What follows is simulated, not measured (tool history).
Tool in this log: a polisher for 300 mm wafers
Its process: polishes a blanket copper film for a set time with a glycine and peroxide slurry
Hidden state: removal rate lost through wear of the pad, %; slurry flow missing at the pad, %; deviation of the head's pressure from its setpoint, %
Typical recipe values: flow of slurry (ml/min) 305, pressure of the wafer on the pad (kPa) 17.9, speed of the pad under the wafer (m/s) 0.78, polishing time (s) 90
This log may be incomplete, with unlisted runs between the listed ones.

run,hour,flow of slurry (ml/min),pressure of the wafer on the pad (kPa),speed of the pad under the wafer (m/s),polishing time (s),wafers since the last listed run,wafers polished on this pad,hours since the slurry nozzle was cleaned,hours since the head pressure was calibrated,"incoming thickness of the incoming film, nm",film removed (angstrom)
1,0,305,17.9,0.78,90,0,807,277.5,743.3,2010.3,3485
# hour 2: slurry nozzle cleaned
2,23.7,305,17.9,0.78,90,269,1076,21.7,767,1960.5,3505
3,48.9,305,17.9,0.78,90,298,1375,46.9,792.2,1999.6,3464
4,145.7,305,17.9,0.78,90,1147,2523,143.7,889,2013.9,3506
5,177.9,305,17.9,0.58,90,381,2905,175.9,921.2,2000,2929
6,193.8,305,17.9,0.56,90,188,3093,191.8,937.1,1976.3,2894
# hour 209.5: worn pad replaced by a new one
7,223.5,305,17.9,0.56,90,304,166,221.5,966.8,1985.4,2913
8,253,305,17.9,0.56,90,349,515,251,996.3,1948.5,2910
# hour 254.7: slurry nozzle cleaned
9,272.6,275,17.9,0.92,90,220,736,17.9,1015.9,1965.1,3917
10,302.3,245,17.9,0.78,90,352,1088,47.6,1045.6,2021.3,3525
11,334.9,335,17.9,0.78,90,386,1475,80.2,1078.2,1981.4,3475
12,432.2,335,17.9,0.78,90,1153,2628,177.5,1175.5,1986.3,3554
13,461.9,250,17.9,0.78,90,352,2981,207.2,1205.2,2003.6,3410
14,475.3,250,17.9,0.78,90,158,3140,220.6,1218.6,1984.6,3472
# hour 514.4: worn pad replaced by a new one
# hour 523.4: head pressure recalibrated
# hour 541.4: slurry nozzle cleaned
15,576,210,13.8,0.96,90,1111,695,34.6,52.6,1997.7,3139
16,601.4,335,24.1,0.66,120,301,996,60,78,1955.7,5339
17,626.6,335,24.1,0.66,120,298,1295,85.2,103.2,1957.6,5400
18,644.2,305,22.8,0.78,90,208,1503,102.8,120.8,1967.5,4282
19,678.6,220,12.4,0.68,63,407,1911,137.2,155.2,1991.8,1677
20,702.2,250,22.8,0.78,90,279,2191,160.8,178.8,1958.9,4131
21,719.6,305,17.9,0.86,90,206,2398,178.2,196.2,1961.9,3783
22,739.7,305,17.9,0.78,90,238,2636,198.3,216.3,1975.4,3481
23,769.5,305,17.9,0.94,116,353,2989,228.1,246.1,1968.7,5143
# hour 783.7: worn pad replaced by a new one
# hour 801.4: slurry nozzle cleaned
24,803.1,305,17.9,0.78,90,339,217,1.7,279.7,1987.9,3504
25,818.7,305,17.9,1,71,184,402,17.3,295.3,2001.7,3237
26,880.8,305,17.9,0.6,90,736,1139,79.4,357.4,1993.5,3073
27,914.2,335,17.9,0.78,90,396,1535,112.8,390.8,1957.3,3558
28,949.2,220,17.9,0.78,90,415,1950,147.8,425.8,1994.2,3436
29,967,250,17.9,0.78,90,211,2161,165.6,443.6,2012.5,3411
30,982.4,305,17.9,0.78,81,182,2343,181,459,1978.1,3166
31,999.2,305,17.9,0.78,90,199,2543,197.8,475.8,1965.8,3490
32,1024.8,205,23.4,0.78,68,303,2846,223.4,501.4,1969.8,3166
33,1047.6,305,17.9,0.78,90,270,3116,246.2,524.2,1964.3,3506
# hour 1053.2: worn pad replaced by a new one
34,1080.6,305,17.9,0.78,76,343,324,279.2,557.2,1959.6,2945
# hour 1103.7: slurry nozzle cleaned
35,1106.1,305,17.9,0.78,60,290,615,2.4,582.7,2000.9,2358
36,1126.2,305,13.1,0.78,90,238,853,22.5,602.8,1970.7,2794
37,1139.7,305,17.9,0.78,90,160,1013,36,616.3,1953.6,3461
38,1169.1,305,17.9,0.78,90,348,1362,65.4,645.7,1938.3,3528

State the hidden condition of the tool at each of the runs:
removal rate lost through wear of the pad, %: 0 at every run
slurry flow missing at the pad, %: 0 at every run
deviation of the head's pressure from its setpoint, %: 0 at every run
